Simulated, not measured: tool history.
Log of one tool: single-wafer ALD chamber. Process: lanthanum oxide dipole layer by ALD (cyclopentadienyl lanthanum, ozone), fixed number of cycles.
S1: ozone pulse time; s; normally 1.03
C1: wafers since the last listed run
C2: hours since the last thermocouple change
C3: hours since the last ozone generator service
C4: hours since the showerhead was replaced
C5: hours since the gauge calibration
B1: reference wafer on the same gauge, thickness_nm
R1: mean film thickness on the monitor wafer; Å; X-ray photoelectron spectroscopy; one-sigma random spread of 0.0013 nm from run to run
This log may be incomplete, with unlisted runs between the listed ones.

{"run": 1, "hour": 0.0, "S1": 1.19, "C1": 0, "C2": 609.4, "C3": 659.2, "C4": 4322.1, "C5": 1146.1, "B1": 0.599, "R1": 5.18}
{"run": 2, "hour": 61.8, "S1": 1.19, "C1": 763, "C2": 671.2, "C3": 721.0, "C4": 4383.9, "C5": 1207.9, "B1": 0.599, "R1": 5.19}
{"run": 3, "hour": 113.2, "S1": 1.03, "C1": 635, "C2": 722.6, "C3": 772.4, "C4": 4435.3, "C5": 1259.3, "B1": 0.599, "R1": 5.05}
{"run": 4, "hour": 150.4, "S1": 1.03, "C1": 459, "C2": 759.8, "C3": 809.6, "C4": 4472.5, "C5": 1296.5, "B1": 0.599, "R1": 5.02}
{"run": 5, "hour": 218.1, "S1": 0.77, "C1": 836, "C2": 827.5, "C3": 877.3, "C4": 4540.2, "C5": 1364.2, "B1": 0.599, "R1": 4.69}
{"run": 6, "hour": 257.2, "S1": 0.77, "C1": 483, "C2": 866.6, "C3": 916.4, "C4": 4579.3, "C5": 1403.3, "B1": 0.599, "R1": 4.7}
{"run": 7, "hour": 291.5, "S1": 1.32, "C1": 423, "C2": 900.9, "C3": 950.7, "C4": 4613.6, "C5": 1437.6, "B1": 0.599, "R1": 5.24}
{"run": 8, "hour": 357.5, "S1": 0.9, "C1": 815, "C2": 966.9, "C3": 1016.7, "C4": 4679.6, "C5": 1503.6, "B1": 0.599, "R1": 4.85}
{"hour": 397.9, "done": "gauge calibrated"}
{"hour": 411.9, "done": "thermocouple changed; heater temperature recalibrated"}
{"run": 9, "hour": 422.4, "S1": 0.76, "C1": 703, "C2": 10.5, "C3": 1081.6, "C4": 4744.5, "C5": 24.5, "B1": 0.599, "R1": 4.65}
{"run": 10, "hour": 453.6, "S1": 1.03, "C1": 385, "C2": 41.7, "C3": 1112.8, "C4": 4775.7, "C5": 55.7, "B1": 0.599, "R1": 4.98}
{"run": 11, "hour": 578.7, "S1": 1.03, "C1": 1546, "C2": 166.8, "C3": 1237.9, "C4": 4900.8, "C5": 180.8, "B1": 0.599, "R1": 4.96}
{"run": 12, "hour": 613.7, "S1": 1.03, "C1": 432, "C2": 201.8, "C3": 1272.9, "C4": 4935.8, "C5": 215.8, "B1": 0.599, "R1": 4.97}
{"run": 13, "hour": 657.6, "S1": 1.33, "C1": 542, "C2": 245.7, "C3": 1316.8, "C4": 4979.7, "C5": 259.7, "B1": 0.599, "R1": 5.21}
{"run": 14, "hour": 709.6, "S1": 1.03, "C1": 642, "C2": 297.7, "C3": 1368.8, "C4": 5031.7, "C5": 311.7, "B1": 0.599, "R1": 4.95}
{"hour": 726.2, "done": "showerhead replaced"}
{"run": 15, "hour": 778.6, "S1": 1.03, "C1": 754, "C2": 366.7, "C3": 1437.8, "C4": 52.4, "C5": 380.7, "B1": 0.6, "R1": 4.93}
{"hour": 801.8, "done": "ozone generator serviced"}
{"run": 16, "hour": 820.4, "S1": 1.26, "C1": 417, "C2": 408.5, "C3": 18.6, "C4": 94.2, "C5": 422.5, "B1": 0.599, "R1": 5.25}
{"run": 17, "hour": 873.3, "S1": 1.41, "C1": 653, "C2": 461.4, "C3": 71.5, "C4": 147.1, "C5": 475.4, "B1": 0.598, "R1": 5.34}
{"run": 18, "hour": 924.9, "S1": 1.03, "C1": 637, "C2": 513.0, "C3": 123.1, "C4": 198.7, "C5": 527.0, "B1": 0.599, "R1": 5.06}
{"run": 19, "hour": 983.0, "S1": 1.38, "C1": 718, "C2": 571.1, "C3": 181.2, "C4": 256.8, "C5": 585.1, "B1": 0.599, "R1": 5.32}
{"run": 20, "hour": 1033.8, "S1": 0.78, "C1": 627, "C2": 621.9, "C3": 232.0, "C4": 307.6, "C5": 635.9, "B1": 0.599, "R1": 4.74}
{"run": 21, "hour": 1072.9, "S1": 0.82, "C1": 483, "C2": 661.0, "C3": 271.1, "C4": 346.7, "C5": 675.0, "B1": 0.599, "R1": 4.81}
{"run": 22, "hour": 1124.0, "S1": 1.03, "C1": 631, "C2": 712.1, "C3": 322.2, "C4": 397.8, "C5": 726.1, "B1": 0.599, "R1": 5.06}
{"run": 23, "hour": 1153.2, "S1": 0.65, "C1": 360, "C2": 741.3, "C3": 351.4, "C4": 427.0, "C5": 755.3, "B1": 0.599, "R1": 4.58}
{"run": 24, "hour": 1199.2, "S1": 0.75, "C1": 568, "C2": 787.3, "C3": 397.4, "C4": 473.0, "C5": 801.3, "B1": 0.599, "R1": 4.72}

Forecast each of these 5 alternatives for the next run:
{"run": "A", "hour": 1199.6, "S1": 1.29, "C1": 4, "C2": 787.7, "C3": 397.8, "C4": 473.4, "C5": 801.7, "B1": "?", "R1": "?"}
{"run": "B", "hour": 1199.6, "S1": 0.62, "C1": 4, "C2": 787.7, "C3": 397.8, "C4": 473.4, "C5": 801.7, "B1": "?", "R1": "?"}
{"run": "C", "hour": 1199.6, "S1": 1.24, "C1": 4, "C2": 787.7, "C3": 397.8, "C4": 473.4, "C5": 801.7, "B1": "?", "R1": "?"}
{"run": "D", "hour": 1199.6, "S1": 0.89, "C1": 4, "C2": 787.7, "C3": 397.8, "C4": 473.4, "C5": 801.7, "B1": "?", "R1": "?"}
{"run": "E", "hour": 1199.6, "S1": 1.18, "C1": 4, "C2": 787.7, "C3": 397.8, "C4": 473.4, "C5": 801.7, "B1": "?", "R1": "?"}

run=A B1=0.599 R1=5.26
run=B B1=0.599 R1=4.50
run=C B1=0.599 R1=5.22
run=D B1=0.599 R1=4.89
run=E B1=0.599 R1=5.17
Without the tool's unlogged condition, the same runs would have read:
run=A R1=5.27
run=B R1=4.52
run=C R1=5.24
run=D R1=4.91
run=E R1=5.19
